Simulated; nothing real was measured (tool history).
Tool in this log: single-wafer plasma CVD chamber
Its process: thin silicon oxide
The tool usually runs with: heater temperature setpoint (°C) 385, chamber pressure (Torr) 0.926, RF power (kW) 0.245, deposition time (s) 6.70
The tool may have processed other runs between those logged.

run	hour	heater temperature setpoint (°C)	chamber pressure (Torr)	RF power (kW)	deposition time (s)	wafers since the last listed run	hours since the last thermocouple change	hours since the last RF generator calibration	hours since the last manometer calibration	hours since the showerhead was replaced	hours since the gauge calibration	read-back reference wafer on the same gauge, thickness_nm	mean film thickness on the monitor wafer (nm)
1	0.0	385	0.926	0.235	6.70	0	214.0	996.2	220.3	6858.2	2016.5	13.691	12.563
2	57.1	385	0.926	0.235	6.70	1646	271.1	1053.3	277.4	6915.3	2073.6	13.702	12.528
# hour 113.0: gauge calibrated
3	122.0	385	0.926	0.245	6.70	1871	336.0	1118.2	342.3	6980.2	9.0	13.692	12.798
4	166.5	385	0.926	0.245	6.70	1283	380.5	1162.7	386.8	7024.7	53.5	13.696	12.812
5	196.5	385	0.926	0.245	6.70	864	410.5	1192.7	416.8	7054.7	83.5	13.706	12.886
6	225.9	385	0.926	0.245	6.70	847	439.9	1222.1	446.2	7084.1	112.9	13.699	12.770
7	264.8	380	0.926	0.245	7.58	1121	478.8	1261.0	485.1	7123.0	151.8	13.709	14.546
8	306.4	370	0.740	0.205	5.49	1199	520.4	1302.6	526.7	7164.6	193.4	13.692	7.682
9	341.8	385	0.926	0.245	5.63	1020	555.8	1338.0	562.1	7200.0	228.8	13.703	10.714
10	379.5	385	0.926	0.245	6.70	1086	593.5	1375.7	599.8	7237.7	266.5	13.697	12.803
11	424.6	385	0.926	0.245	6.17	1300	638.6	1420.8	644.9	7282.8	311.6	13.707	11.756
# hour 438.0: RF generator calibrated
12	470.4	385	0.862	0.260	6.70	1089	684.4	32.4	690.7	7328.6	357.4	13.698	12.265
13	500.8	371	1.052	0.290	5.99	876	714.8	62.8	721.1	7359.0	387.8	13.707	13.727
14	616.3	380	0.926	0.230	6.70	3330	830.3	178.3	836.6	7474.5	503.3	13.708	12.494
15	665.5	400	0.926	0.245	6.70	1418	879.5	227.5	885.8	7523.7	552.5	13.697	12.698
16	736.1	385	0.926	0.245	6.70	2035	950.1	298.1	956.4	7594.3	623.1	13.689	12.805
# hour 755.1: showerhead replaced
17	771.4	385	0.926	0.205	6.70	787	985.4	333.4	991.7	16.3	658.4	13.694	11.794
18	809.7	385	0.926	0.245	6.32	1104	1023.7	371.7	1030.0	54.6	696.7	13.687	12.034
19	854.3	385	0.926	0.245	6.70	1285	1068.3	416.3	1074.6	99.2	741.3	13.701	12.769
# hour 922.0: thermocouple changed; heater temperature recalibrated
20	925.4	392	0.761	0.245	6.70	1819	3.4	487.4	1145.7	170.3	812.4	13.695	10.363
21	962.0	385	0.926	0.245	6.70	1055	40.0	524.0	1182.3	206.9	849.0	13.696	12.748
22	1011.7	376	0.926	0.245	6.70	1432	89.7	573.7	1232.0	256.6	898.7	13.698	12.830
23	1057.5	391	1.019	0.285	5.85	1320	135.5	619.5	1277.8	302.4	944.5	13.695	12.892
24	1100.4	385	0.994	0.230	7.82	1236	178.4	662.4	1320.7	345.3	987.4	13.706	15.528
25	1224.0	385	0.791	0.245	6.70	3563	302.0	786.0	1444.3	468.9	1111.0	13.712	10.925
26	1259.1	393	0.850	0.245	6.70	1012	337.1	821.1	1479.4	504.0	1146.1	13.705	11.720
27	1308.8	374	0.858	0.245	5.75	1432	386.8	870.8	1529.1	553.7	1195.8	13.696	10.258
28	1357.9	395	0.926	0.245	6.70	1415	435.9	919.9	1578.2	602.8	1244.9	13.699	12.738
29	1385.0	390	1.057	0.210	7.70	781	463.0	947.0	1605.3	629.9	1272.0	13.708	15.237

Below are 4 alternative next runs, each starting from the tool's condition after run 29. Predict each:
A	1385.4	385	0.926	0.245	5.43	11	463.4	947.4	1605.7	630.3	1272.4	?	?
B	1385.4	385	1.119	0.245	7.80	11	463.4	947.4	1605.7	630.3	1272.4	?	?
C	1385.4	374	1.014	0.295	6.70	11	463.4	947.4	1605.7	630.3	1272.4	?	?
D	1385.4	385	1.009	0.245	6.70	11	463.4	947.4	1605.7	630.3	1272.4	?	?

run	read-back reference wafer on the same gauge, thickness_nm	mean film thickness on the monitor wafer (nm)
A	13.705	10.308
B	13.705	17.225
C	13.705	14.966
D	13.705	13.696
Stripped of hidden state, with their random variation kept, the same runs would have yielded:
run	mean film thickness on the monitor wafer (nm)
A	10.308
B	17.225
C	14.966
D	13.696
